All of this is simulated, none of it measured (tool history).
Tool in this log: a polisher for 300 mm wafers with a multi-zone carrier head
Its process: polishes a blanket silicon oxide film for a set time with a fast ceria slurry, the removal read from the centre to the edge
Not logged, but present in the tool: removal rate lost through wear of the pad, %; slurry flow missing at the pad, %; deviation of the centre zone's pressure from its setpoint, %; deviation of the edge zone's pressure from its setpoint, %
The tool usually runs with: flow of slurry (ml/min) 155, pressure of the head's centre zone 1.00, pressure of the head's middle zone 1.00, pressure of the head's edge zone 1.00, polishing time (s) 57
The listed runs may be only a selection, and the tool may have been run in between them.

run     day  flow of slurry (ml/min)  pressure of the head's centre zone  pressure of the head's middle zone  pressure of the head's edge zone  polishing time (s)  wafers since the last listed run  wafers polished on this pad  hours since the slurry nozzle was cleaned  hours since the centre zone pressure was calibrated  hours since the edge zone pressure was calibrated  hours since the carrier head's membrane was replaced  incoming thickness of the incoming film, nm  film removed at the wafer's centre (angstrom)  film removed at mid-radius (angstrom)  film removed at the wafer's edge (angstrom)
  1   0.000                      155                                1.00                                1.00                              1.00                  57                                 0                           66                                      117.2                                                511.3                                              297.3                                                 700.6                                       3749.5                                           8226                                   8223                                         9383
  2   1.396                      155                                1.00                                1.00                              1.00                  57                               271                          337                                      150.7                                                544.8                                              330.8                                                 734.1                                       3722.9                                           8356                                   8206                                         9307
      3.004  -- slurry nozzle cleaned, repeated, since the last time left the tool worse
  3   3.354                      155                                1.00                                1.00                              1.00                  57                               372                          709                                        8.4                                                591.8                                              377.8                                                 781.1                                       3701.6                                          10292                                  10162                                        10631
  4   5.296                      155                                1.00                                1.00                              1.00                  57                               377                         1086                                       55.0                                                638.4                                              424.4                                                 827.7                                       3732.1                                          10239                                  10095                                        10511
      6.654  -- centre zone pressure recalibrated
  5   6.983                      155                                1.00                                1.00                              1.00                  57                               311                         1398                                       95.5                                                  7.9                                              464.9                                                 868.2                                       3715.8                                          10195                                   9814                                        10584
  6   9.433                      155                                1.00                                1.00                              1.00                  57                               475                         1874                                      154.3                                                 66.7                                              523.7                                                 927.0                                       3706.9                                           9917                                   9624                                        10393
     11.454  -- worn pad replaced by a new one
  7  11.800                      155                                1.00                                1.00                              1.00                  57                               427                           67                                      211.1                                                123.5                                              580.5                                                 983.8                                       3684.0                                           9923                                   9825                                        10268
  8  13.838                      155                                1.00                                1.00                              1.00                  43                               395                          462                                      260.0                                                172.4                                              629.4                                                1032.7                                       3762.5                                           7312                                   7555                                         7796
     14.958  -- carrier head's membrane replaced by a new one
  9  15.408                      155                                1.00                                0.93                              1.00                  50                               264                          727                                      297.7                                                210.1                                              667.1                                                  10.8                                       3677.1                                           8697                                   8150                                         9036
     16.117  -- slurry nozzle cleaned
 10  18.075                      155                                0.96                                0.95                              1.00                  57                               509                         1237                                       47.0                                                274.1                                              731.1                                                  74.8                                       3707.6                                           9722                                   9973                                        10506
 11  19.596                      155                                1.00                                1.00                              1.00                  57                               295                         1532                                       83.5                                                310.6                                              767.6                                                 111.3                                       3673.8                                           9963                                   9898                                        10500
 12  21.012                      155                                1.00                                1.00                              1.05                  74                               275                         1807                                      117.5                                                344.6                                              801.6                                                 145.3                                       3742.1                                          12915                                  12978                                        13911
     21.946  -- worn pad replaced by a new one
     22.479  -- edge zone pressure recalibrated
 13  23.646                      155                                1.00                                1.00                              0.91                  40                               462                          314                                      180.7                                                407.8                                               28.0                                                 208.5                                       3685.8                                           7051                                   6856                                         6985
 14  25.058                      155                                1.00                                1.00                              1.00                  57                               274                          588                                      214.6                                                441.7                                               61.9                                                 242.4                                       3652.1                                           9669                                   9912                                        10190
 15  27.771                      180                                1.00                                1.11                              1.00                  57                               526                         1115                                      279.7                                                506.8                                              127.0                                                 307.5                                       3725.6                                           9862                                  10835                                        10490
     28.817  -- slurry nozzle cleaned
 16  30.112                      180                                1.00                                1.00                              1.00                  57                               446                         1562                                       31.1                                                563.0                                              183.2                                                 363.7                                       3756.1                                          10386                                  10336                                        10800
     32.446  -- worn pad replaced by a new one
 17  34.838                      125                                1.00                                1.05                              1.00                  46                               885                          464                                      144.5                                                676.4                                              296.6                                                 477.1                                       3720.0                                           7583                                   7561                                         8049
     37.896  -- centre zone pressure recalibrated
 18  38.229                      155                                1.00                                1.00                              1.00                  57                               642                         1106                                      225.9                                                  8.0                                              378.0                                                 558.5                                       3707.1                                           9929                                  10092                                        10203
 19  40.388                      155                                1.00                                1.00                              1.00                  57                               419                         1526                                      277.7                                                 59.8                                              429.8                                                 610.3                                       3684.5                                           9734                                   9806                                        10388
     42.529  -- slurry nozzle cleaned
 20  42.629                      155                                1.00                                1.00                              0.93                  71                               427                         1953                                        2.4                                                113.6                                              483.6                                                 664.1                                       3711.8                                          13003                                  13073                                        12825
 21  45.308                      155                                1.00                                1.00                              1.00                  57                               520                         2473                                       66.7                                                177.9                                              547.9                                                 728.4                                       3725.3                                           9980                                   9954                                        10472
     45.508  -- worn pad replaced by a new one
 22  46.633                      155                                1.00                                1.00                              1.00                  57                               224                          218                                       98.5                                                209.7                                              579.7                                                 760.2                                       3719.2                                          10213                                   9932                                        10396

Here are 4 independent what-if runs from the current tool condition. What would each one return?
  A  46.650                      155                                1.00                                1.00                              1.00                  57                                 3                          221                                       98.9                                                210.1                                              580.1                                                 760.6                                       3700.5                                              ?                                      ?                                            ?
  B  46.650                      200                                0.95                                1.00                              1.00                  42                                 3                          221                                       98.9                                                210.1                                              580.1                                                 760.6                                       3700.5                                              ?                                      ?                                            ?
  C  46.650                      210                                1.00                                1.00                              1.00                  67                                 3                          221                                       98.9                                                210.1                                              580.1                                                 760.6                                       3700.5                                              ?                                      ?                                            ?
  D  46.650                      155                                0.96                                1.00                              1.00                  57                                 3                          221                                       98.9                                                210.1                                              580.1                                                 760.6                                       3700.5                                              ?                                      ?                                            ?

run  film removed at the wafer's centre (angstrom)  film removed at mid-radius (angstrom)  film removed at the wafer's edge (angstrom)
  A                                           9923                                   9916                                        10480
  B                                           7440                                   7673                                         7998
  C                                          12430                                  12336                                        12834
  D                                           9632                                   9918                                        10480
Had the tool no hidden state, the same runs would have come out as:
run  film removed at the wafer's centre (angstrom)  film removed at mid-radius (angstrom)  film removed at the wafer's edge (angstrom)
  A                                          10222                                  10181                                        10680
  B                                           7612                                   7832                                         8120
  C                                          12704                                  12579                                        13021
  D                                           9922                                  10183                                        10680
